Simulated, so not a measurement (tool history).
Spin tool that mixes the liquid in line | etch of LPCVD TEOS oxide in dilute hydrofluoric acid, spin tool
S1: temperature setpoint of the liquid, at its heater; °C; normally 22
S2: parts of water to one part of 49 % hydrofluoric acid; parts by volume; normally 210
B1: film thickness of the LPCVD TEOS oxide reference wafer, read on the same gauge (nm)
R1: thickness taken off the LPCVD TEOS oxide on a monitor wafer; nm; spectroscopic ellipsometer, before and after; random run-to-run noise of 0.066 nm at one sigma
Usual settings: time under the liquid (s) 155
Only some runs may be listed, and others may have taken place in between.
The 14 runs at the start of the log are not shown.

{"hour": 247.4, "done": "thermometer replaced"}
{"run": 15, "hour": 251.5, "S1": 26.5, "S2": 285, "time under the liquid (s)": 200, "B1": 89.99, "R1": 17.6}
{"run": 16, "hour": 261.9, "S1": 22, "S2": 210, "time under the liquid (s)": 155, "B1": 90.01, "R1": 16.89}
{"run": 17, "hour": 272.9, "S1": 19.5, "S2": 210, "time under the liquid (s)": 125, "B1": 89.99, "R1": 12.45}
{"run": 18, "hour": 282.0, "S1": 26.5, "S2": 300, "time under the liquid (s)": 155, "B1": 90.03, "R1": 12.63}
{"run": 19, "hour": 292.2, "S1": 26, "S2": 315, "time under the liquid (s)": 155, "B1": 90.01, "R1": 11.69}
{"run": 20, "hour": 305.2, "S1": 22, "S2": 210, "time under the liquid (s)": 155, "B1": 89.98, "R1": 16.93}
{"run": 21, "hour": 319.4, "S1": 22, "S2": 210, "time under the liquid (s)": 155, "B1": 90, "R1": 16.9}
{"run": 22, "hour": 327.9, "S1": 22, "S2": 210, "time under the liquid (s)": 155, "B1": 90.01, "R1": 16.91}
{"run": 23, "hour": 344.3, "S1": 22, "S2": 210, "time under the liquid (s)": 155, "B1": 90, "R1": 17}
{"run": 24, "hour": 360.3, "S1": 22, "S2": 175, "time under the liquid (s)": 155, "B1": 90.02, "R1": 21.12}
{"run": 25, "hour": 369.0, "S1": 20, "S2": 270, "time under the liquid (s)": 95, "B1": 89.99, "R1": 7.03}
{"run": 26, "hour": 378.3, "S1": 25, "S2": 265, "time under the liquid (s)": 100, "B1": 90, "R1": 9.11}
{"run": 27, "hour": 392.6, "S1": 22, "S2": 265, "time under the liquid (s)": 155, "B1": 89.99, "R1": 12.65}
{"run": 28, "hour": 410.1, "S1": 23.5, "S2": 285, "time under the liquid (s)": 100, "B1": 90, "R1": 7.89}
{"run": 29, "hour": 425.0, "S1": 19, "S2": 160, "time under the liquid (s)": 125, "B1": 89.99, "R1": 16.7}
{"run": 30, "hour": 434.9, "S1": 22, "S2": 160, "time under the liquid (s)": 155, "B1": 89.97, "R1": 23.53}
{"run": 31, "hour": 447.1, "S1": 22, "S2": 210, "time under the liquid (s)": 225, "B1": 90, "R1": 24.25}
{"run": 32, "hour": 461.2, "S1": 27, "S2": 210, "time under the liquid (s)": 155, "B1": 90, "R1": 20.21}
{"run": 33, "hour": 499.0, "S1": 24, "S2": 140, "time under the liquid (s)": 220, "B1": 89.99, "R1": 41.89}

Here are 4 independent what-if runs from the current tool condition. What would each one return?
{"run": "A", "hour": 499.5, "S1": 22, "S2": 210, "time under the liquid (s)": 155, "B1": "?", "R1": "?"}
{"run": "B", "hour": 499.5, "S1": 19, "S2": 210, "time under the liquid (s)": 220, "B1": "?", "R1": "?"}
{"run": "C", "hour": 499.5, "S1": 24.5, "S2": 250, "time under the liquid (s)": 215, "B1": "?", "R1": "?"}
{"run": "D", "hour": 499.5, "S1": 25, "S2": 305, "time under the liquid (s)": 200, "B1": "?", "R1": "?"}

run=A B1=90.01 R1=16.72
run=B B1=90.01 R1=21.19
run=C B1=90.01 R1=20.44
run=D B1=90.01 R1=14.97
With the hidden condition removed and each run's random variation left untouched, the same runs would have given:
run=A R1=16.88
run=B R1=21.37
run=C R1=20.69
run=D R1=15.19
